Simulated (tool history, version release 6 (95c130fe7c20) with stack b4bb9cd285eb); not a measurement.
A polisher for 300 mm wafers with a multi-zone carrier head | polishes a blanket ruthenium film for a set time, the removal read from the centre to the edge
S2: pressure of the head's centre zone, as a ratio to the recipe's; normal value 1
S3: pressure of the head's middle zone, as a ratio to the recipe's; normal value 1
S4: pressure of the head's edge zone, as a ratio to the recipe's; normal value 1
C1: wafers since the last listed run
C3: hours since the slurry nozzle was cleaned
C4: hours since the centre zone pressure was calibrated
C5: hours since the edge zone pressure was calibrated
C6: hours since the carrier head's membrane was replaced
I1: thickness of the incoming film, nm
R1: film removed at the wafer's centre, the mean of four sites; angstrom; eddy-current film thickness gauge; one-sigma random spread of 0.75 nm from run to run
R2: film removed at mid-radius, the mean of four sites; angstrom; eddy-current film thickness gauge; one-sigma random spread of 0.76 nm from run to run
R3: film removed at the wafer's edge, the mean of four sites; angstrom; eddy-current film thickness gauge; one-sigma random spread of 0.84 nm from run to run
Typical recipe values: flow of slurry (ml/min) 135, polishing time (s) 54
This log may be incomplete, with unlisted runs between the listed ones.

run 1 hour=0 | flow_of_slurry_(ml/min)=120 S2=1 S3=1.07 S4=1 polishing_time_(s)=54 | C1=0 wafers_polished_on_this_pad=581 C3=286.2 C4=367.6 C5=555.8 C6=1651.4 | I1=518.6 | R1=580 R2=622 R3=604
run 2 hour=33.7 | flow_of_slurry_(ml/min)=120 S2=1 S3=1.07 S4=1 polishing_time_(s)=54 | C1=379 wafers_polished_on_this_pad=961 C3=319.9 C4=401.3 C5=589.5 C6=1685.1 | I1=525.6 | R1=576 R2=618 R3=584
-- hour=59.2 worn pad replaced by a new one
run 3 hour=60.3 | flow_of_slurry_(ml/min)=120 S2=1 S3=1.07 S4=1 polishing_time_(s)=54 | C1=254 wafers_polished_on_this_pad=12 C3=346.5 C4=427.9 C5=616.1 C6=1711.7 | I1=513.3 | R1=574 R2=610 R3=594
run 4 hour=94.3 | flow_of_slurry_(ml/min)=135 S2=1 S3=1 S4=1 polishing_time_(s)=54 | C1=382 wafers_polished_on_this_pad=395 C3=380.5 C4=461.9 C5=650.1 C6=1745.7 | I1=528.9 | R1=612 R2=575 R3=594
run 5 hour=113.7 | flow_of_slurry_(ml/min)=135 S2=1 S3=1 S4=1 polishing_time_(s)=54 | C1=218 wafers_polished_on_this_pad=613 C3=399.9 C4=481.3 C5=669.5 C6=1765.1 | I1=510 | R1=600 R2=592 R3=605
run 6 hour=146.8 | flow_of_slurry_(ml/min)=135 S2=1 S3=1 S4=1 polishing_time_(s)=54 | C1=372 wafers_polished_on_this_pad=986 C3=433 C4=514.4 C5=702.6 C6=1798.2 | I1=525.6 | R1=588 R2=589 R3=600
run 7 hour=175.2 | flow_of_slurry_(ml/min)=135 S2=1 S3=1 S4=1 polishing_time_(s)=54 | C1=319 wafers_polished_on_this_pad=1306 C3=461.4 C4=542.8 C5=731 C6=1826.6 | I1=521.2 | R1=588 R2=587 R3=605
-- hour=183.5 worn pad replaced by a new one
-- hour=189.3 slurry nozzle cleaned
run 8 hour=189.8 | flow_of_slurry_(ml/min)=135 S2=1 S3=1 S4=1 polishing_time_(s)=54 | C1=108 wafers_polished_on_this_pad=59 C3=0.5 C4=557.4 C5=745.6 C6=1841.2 | I1=525 | R1=634 R2=625 R3=619
run 9 hour=208.3 | flow_of_slurry_(ml/min)=135 S2=1 S3=0.96 S4=1.09 polishing_time_(s)=43 | C1=208 wafers_polished_on_this_pad=267 C3=19 C4=575.9 C5=764.1 C6=1859.7 | I1=516.8 | R1=482 R2=472 R3=500
-- hour=218 carrier head's membrane replaced by a new one
-- hour=242.2 edge zone pressure recalibrated
run 10 hour=270 | flow_of_slurry_(ml/min)=135 S2=1 S3=1 S4=1 polishing_time_(s)=54 | C1=615 wafers_polished_on_this_pad=883 C3=80.7 C4=637.6 C5=27.8 C6=52 | I1=521.5 | R1=611 R2=624 R3=614
-- hour=294.4 centre zone pressure recalibrated
run 11 hour=296.5 | flow_of_slurry_(ml/min)=135 S2=1 S3=1 S4=1 polishing_time_(s)=54 | C1=275 wafers_polished_on_this_pad=1159 C3=107.2 C4=2.1 C5=54.3 C6=78.5 | I1=513.3 | R1=617 R2=610 R3=607
-- hour=323.6 worn pad replaced by a new one
run 12 hour=324.4 | flow_of_slurry_(ml/min)=135 S2=1 S3=0.89 S4=1 polishing_time_(s)=54 | C1=269 wafers_polished_on_this_pad=9 C3=135.1 C4=30 C5=82.2 C6=106.4 | I1=515.6 | R1=595 R2=557 R3=614
run 13 hour=383 | flow_of_slurry_(ml/min)=170 S2=1 S3=0.93 S4=1 polishing_time_(s)=54 | C1=659 wafers_polished_on_this_pad=668 C3=193.7 C4=88.6 C5=140.8 C6=165 | I1=523.3 | R1=637 R2=587 R3=640
run 14 hour=413.1 | flow_of_slurry_(ml/min)=170 S2=1 S3=1 S4=1 polishing_time_(s)=35 | C1=338 wafers_polished_on_this_pad=1007 C3=223.8 C4=118.7 C5=170.9 C6=195.1 | I1=523.2 | R1=410 R2=399 R3=401
run 15 hour=426.8 | flow_of_slurry_(ml/min)=165 S2=0.93 S3=1 S4=0.96 polishing_time_(s)=62 | C1=154 wafers_polished_on_this_pad=1162 C3=237.5 C4=132.4 C5=184.6 C6=208.8 | I1=524.6 | R1=687 R2=722 R3=705
-- hour=464.2 worn pad replaced by a new one
run 16 hour=500 | flow_of_slurry_(ml/min)=135 S2=1 S3=1 S4=1 polishing_time_(s)=54 | C1=779 wafers_polished_on_this_pad=402 C3=310.7 C4=205.6 C5=257.8 C6=282 | I1=512.8 | R1=593 R2=590 R3=618
run 17 hour=512.8 | flow_of_slurry_(ml/min)=135 S2=1 S3=1 S4=0.89 polishing_time_(s)=54 | C1=144 wafers_polished_on_this_pad=547 C3=323.5 C4=218.4 C5=270.6 C6=294.8 | I1=524.5 | R1=598 R2=599 R3=582

3 ways to go on from here, each from the tool as it stands after run 17. What would each give?
run A hour=513.2 | flow_of_slurry_(ml/min)=135 S2=1 S3=1 S4=1 polishing_time_(s)=54 | C1=4 wafers_polished_on_this_pad=551 C3=323.9 C4=218.8 C5=271 C6=295.2 | I1=510.4 | R1=? R2=? R3=?
run B hour=513.2 | flow_of_slurry_(ml/min)=135 S2=1 S3=1 S4=0.94 polishing_time_(s)=54 | C1=4 wafers_polished_on_this_pad=551 C3=323.9 C4=218.8 C5=271 C6=295.2 | I1=510.4 | R1=? R2=? R3=?
run C hour=513.2 | flow_of_slurry_(ml/min)=135 S2=1.05 S3=1.07 S4=0.95 polishing_time_(s)=45 | C1=4 wafers_polished_on_this_pad=551 C3=323.9 C4=218.8 C5=271 C6=295.2 | I1=510.4 | R1=? R2=? R3=?

run=A R1=599 R2=599 R3=605
run=B R1=599 R2=599 R3=587
run=C R1=524 R2=528 R3=491
Without the tool's unlogged condition, the same runs would have read:
run=A R1=629 R2=625 R3=624
run=B R1=629 R2=625 R3=606
run=C R1=551 R2=552 R3=507

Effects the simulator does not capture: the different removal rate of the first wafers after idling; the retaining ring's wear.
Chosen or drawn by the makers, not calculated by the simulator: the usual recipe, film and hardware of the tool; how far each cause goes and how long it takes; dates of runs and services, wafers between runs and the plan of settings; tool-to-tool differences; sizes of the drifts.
